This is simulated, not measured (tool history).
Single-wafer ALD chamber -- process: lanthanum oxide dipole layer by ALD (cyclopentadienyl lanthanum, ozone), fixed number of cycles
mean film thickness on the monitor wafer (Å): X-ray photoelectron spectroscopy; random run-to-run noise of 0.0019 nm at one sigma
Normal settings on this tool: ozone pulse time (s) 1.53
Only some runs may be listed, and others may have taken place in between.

run,hour,ozone pulse time (s),"read-back reference wafer on the same gauge, thickness_nm",mean film thickness on the monitor wafer (Å)
1,0.0,1.53,0.677,5.69
2,17.5,1.53,0.677,5.65
3,50.8,1.53,0.677,5.70
4,80.8,1.77,0.677,5.83
5,110.8,1.77,0.677,5.84
6,142.5,1.53,0.677,5.68
7,158.6,1.53,0.677,5.66
8,194.5,1.12,0.676,4.73
9,216.6,1.28,0.678,5.21
# hour 231.4: thermocouple changed; heater temperature recalibrated
10,232.8,1.53,0.678,5.65
11,267.1,1.83,0.676,5.90
12,302.1,1.90,0.677,5.93
# hour 305.7: gauge calibrated
13,327.1,1.53,0.677,5.65
14,339.9,1.97,0.677,5.90
15,373.6,1.82,0.678,5.87
16,390.6,0.93,0.677,3.62
# hour 408.6: ozone generator serviced
17,409.1,1.53,0.677,5.47
18,431.5,0.96,0.677,3.51
19,451.1,1.53,0.676,5.46
20,480.4,1.71,0.678,5.67
21,510.4,2.06,0.677,5.90
# hour 548.3: showerhead replaced
22,548.8,0.95,0.677,3.40
23,565.3,1.89,0.678,5.78
24,580.5,1.53,0.677,5.43
25,604.5,1.85,0.678,5.77
26,634.6,2.12,0.678,5.92
# hour 651.8: ozone generator serviced, repeated, since the last time left the tool worse
27,652.3,1.91,0.676,5.95
28,681.7,0.92,0.677,3.74
29,712.9,1.89,0.676,5.96
30,733.7,1.33,0.677,5.43
31,753.9,1.53,0.677,5.70
32,766.9,1.53,0.677,5.72
33,784.5,1.04,0.677,4.48
34,797.9,1.53,0.676,5.71

Below, some changes in mean film thickness on the monitor wafer (Å) between adjacent runs. For each, the amount present without the hidden state too (settings, incoming material, random variation) and the amount remaining for the hidden state with gauge scatter not shared by both compared results:
Hidden state at play: wafer temperature above the value expected at the setpoint (K); ozone dose above that of a generator just serviced (%); gauge reads high (%).
Run 15 -> 16: ozone pulse time (s) 1.82 -> 0.93. mean film thickness on the monitor wafer (Å) -2.25: hidden state -0.20, all else -2.05.
Run 17 -> 18: ozone pulse time (s) 1.53 -> 0.96. mean film thickness on the monitor wafer (Å) -1.96: hidden state -0.29, all else -1.67.
Run 21 -> 22: ozone pulse time (s) 2.06 -> 0.95, showerhead replaced. mean film thickness on the monitor wafer (Å) -2.50: hidden state -0.50, all else -2.00.
Run 22 -> 23: ozone pulse time (s) 0.95 -> 1.89. mean film thickness on the monitor wafer (Å) +2.38: hidden state +0.44, all else +1.94.
